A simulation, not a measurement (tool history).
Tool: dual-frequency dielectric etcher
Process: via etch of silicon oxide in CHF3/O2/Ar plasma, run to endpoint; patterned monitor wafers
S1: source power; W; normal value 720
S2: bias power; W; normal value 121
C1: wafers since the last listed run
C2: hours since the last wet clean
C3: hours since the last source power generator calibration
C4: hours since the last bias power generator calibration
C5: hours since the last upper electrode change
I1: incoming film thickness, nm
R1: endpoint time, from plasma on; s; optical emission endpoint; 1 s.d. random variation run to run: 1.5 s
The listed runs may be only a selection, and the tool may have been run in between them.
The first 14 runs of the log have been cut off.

| run | hour | S1 | S2 | C1 | C2 | C3 | C4 | C5 | I1 | R1 |
|---|---|---|---|---|---|---|---|---|---|---|
| 15 | 338.6 | 720 | 92 | 83 | 560.1 | 2615.2 | 2989.1 | 2152.7 | 724.7 | 428.2 |
| 16 | 362.6 | 720 | 121 | 94 | 584.1 | 2639.2 | 3013.1 | 2176.7 | 727.7 | 393.9 |
| 17 | 387.2 | 820 | 139 | 96 | 608.7 | 2663.8 | 3037.7 | 2201.3 | 723.6 | 358.3 |
|  | 403.8 | source power generator calibrated |
|  | 409.7 | bias power generator calibrated |
|  | 450.4 | upper electrode replaced |
|  | 462.0 | wet clean of the chamber |
| 18 | 462.5 | 720 | 121 | 125 | 0.5 | 58.7 | 52.8 | 12.1 | 722.9 | 394.7 |
| 19 | 480.7 | 560 | 92 | 71 | 18.7 | 76.9 | 71.0 | 30.3 | 727.4 | 479.2 |
| 20 | 501.6 | 580 | 98 | 82 | 39.6 | 97.8 | 91.9 | 51.2 | 729.6 | 462.1 |
| 21 | 521.8 | 560 | 109 | 79 | 59.8 | 118.0 | 112.1 | 71.4 | 722.1 | 451.0 |
| 22 | 544.5 | 820 | 146 | 89 | 82.5 | 140.7 | 134.8 | 94.1 | 728.3 | 353.5 |
| 23 | 568.9 | 720 | 121 | 96 | 106.9 | 165.1 | 159.2 | 118.5 | 730.0 | 398.0 |
| 24 | 584.7 | 660 | 94 | 62 | 122.7 | 180.9 | 175.0 | 134.3 | 727.4 | 442.7 |
| 25 | 602.6 | 720 | 121 | 70 | 140.6 | 198.8 | 192.9 | 152.2 | 726.1 | 395.9 |
| 26 | 621.6 | 720 | 121 | 74 | 159.6 | 217.8 | 211.9 | 171.2 | 727.6 | 398.4 |
| 27 | 654.9 | 770 | 97 | 131 | 192.9 | 251.1 | 245.2 | 204.5 | 726.9 | 409.7 |
| 28 | 672.1 | 720 | 121 | 67 | 210.1 | 268.3 | 262.4 | 221.7 | 727.9 | 395.0 |
| 29 | 701.1 | 720 | 121 | 114 | 239.1 | 297.3 | 291.4 | 250.7 | 723.6 | 394.3 |
| 30 | 737.6 | 720 | 121 | 143 | 275.6 | 333.8 | 327.9 | 287.2 | 730.9 | 397.3 |
| 31 | 770.5 | 720 | 121 | 129 | 308.5 | 366.7 | 360.8 | 320.1 | 725.5 | 394.9 |
| 32 | 789.4 | 600 | 133 | 74 | 327.4 | 385.6 | 379.7 | 339.0 | 713.6 | 407.3 |
| 33 | 810.7 | 570 | 121 | 83 | 348.7 | 406.9 | 401.0 | 360.3 | 733.0 | 437.7 |
| 34 | 827.6 | 540 | 149 | 66 | 365.6 | 423.8 | 417.9 | 377.2 | 721.7 | 414.9 |

5 ways to go on from here, each from the tool as it stands after run 34. What would each give?
| A | 828.1 | 770 | 121 | 1 | 366.1 | 424.3 | 418.4 | 377.7 | 723.5 | ? |
| B | 828.1 | 660 | 147 | 1 | 366.1 | 424.3 | 418.4 | 377.7 | 723.5 | ? |
| C | 828.1 | 550 | 110 | 1 | 366.1 | 424.3 | 418.4 | 377.7 | 723.5 | ? |
| D | 828.1 | 830 | 121 | 1 | 366.1 | 424.3 | 418.4 | 377.7 | 723.5 | ? |
| E | 828.1 | 720 | 144 | 1 | 366.1 | 424.3 | 418.4 | 377.7 | 723.5 | ? |

| run | R1 |
|---|---|
| A | 383.0 |
| B | 383.5 |
| C | 452.9 |
| D | 371.4 |
| E | 372.7 |
Without the tool's unlogged condition, the same runs would have read:
| run | R1 |
|---|---|
| A | 383.0 |
| B | 383.5 |
| C | 452.9 |
| D | 371.4 |
| E | 372.7 |
